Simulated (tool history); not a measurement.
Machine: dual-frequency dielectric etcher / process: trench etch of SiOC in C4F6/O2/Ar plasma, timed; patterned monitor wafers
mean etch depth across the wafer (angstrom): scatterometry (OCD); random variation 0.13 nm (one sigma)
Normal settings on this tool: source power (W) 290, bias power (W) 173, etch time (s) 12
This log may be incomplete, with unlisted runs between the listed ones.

run,hour,source power (W),bias power (W),etch time (s),"read-back reference wafer on the same gauge, depth_nm",mean etch depth across the wafer (angstrom)
1,0,290,173,12,23.73,196.6
2,66.8,290,173,12,23.67,206.8
3,114.6,330,173,9.5,23.75,168.4
4,185.1,330,173,9.5,23.68,166.5
5,240.9,330,173,9.5,23.7,167.2
6,380.7,290,173,12,23.69,197.6
7,417.8,300,173,12,23.69,200.1
8,464.5,300,173,12,23.65,209.2
9,517.2,300,173,12,23.69,206.7
10,557.4,290,173,12,23.72,205.1
11,598.4,290,137,12,23.74,183.8
12,644.8,290,173,12,23.65,201.8
13,692.2,290,195,12,23.7,210.3
14,757.7,310,133,14,23.7,215.2
15,820.2,220,173,12,23.65,181.9
16,884.2,260,173,12,23.73,201.7
17,916.7,290,173,12,23.73,208.5
18,942.8,290,160,12,23.65,199.3
19,1011.8,310,173,12,23.73,205.5
20,1052,290,173,12,23.75,203.2
21,1223.4,290,173,12,23.69,200.3
22,1294.4,240,204,15.5,23.69,264.8
23,1362.4,260,195,9,23.69,155.2
24,1389.4,310,142,10,23.68,158.6
25,1419.6,290,148,11,23.72,173.4
26,1447.5,290,173,12,23.7,197.5
27,1478.8,240,209,10.5,23.71,177.8
28,1525.7,310,188,12,23.71,207.8
29,1550.5,330,216,12,23.76,225
30,1576.8,290,160,12,23.73,191
31,1610.1,290,211,12,23.7,211.6

Between the runs listed above, the log contained 8 entries, not reproduced here. Where in the sequence does each belong, and how does what the log doesn't record of the tool's condition differ from the listed run before to the listed run after?
Logged between run 1 and run 2: wet clean of the chamber (hour 61.6)
  etch rate over this chamber's usual, %: -4.69 -> -0.588
  measured less the result without the state, mean etch depth across the wafer (angstrom): -9.6 -> -1.2
Logged between run 7 and run 8: wet clean of the chamber (hour 458.7)
  etch rate over this chamber's usual, %: -4.88 -> 0.00565
  measured less the result without the state, mean etch depth across the wafer (angstrom): -10.3 -> +0
Logged between run 9 and run 10: upper electrode replaced (hour 547.7)
  etch rate over this chamber's usual, %: -0.638 -> -1.13
  measured less the result without the state, mean etch depth across the wafer (angstrom): -1.3 -> -2.4
Logged between run 14 and run 15: gauge calibrated (hour 818.7)
  etch rate over this chamber's usual, %: -3.58 -> -4.34
  measured less the result without the state, mean etch depth across the wafer (angstrom): -8 -> -8.3
Logged between run 15 and run 16: wet clean of the chamber (hour 855)
  etch rate over this chamber's usual, %: -4.34 -> 0.123
  measured less the result without the state, mean etch depth across the wafer (angstrom): -8.3 -> +0.3
Logged between run 20 and run 21: source power generator calibrated (hour 1059.7); bias power generator calibrated (hour 1112.9)
  etch rate over this chamber's usual, %: -1.93 -> -4.02
  measured less the result without the state, mean etch depth across the wafer (angstrom): -4 -> -8.4
Logged between run 21 and run 22: wet clean of the chamber (hour 1254.9)
  etch rate over this chamber's usual, %: -4.02 -> -1.67
  measured less the result without the state, mean etch depth across the wafer (angstrom): -8.4 -> -4.5
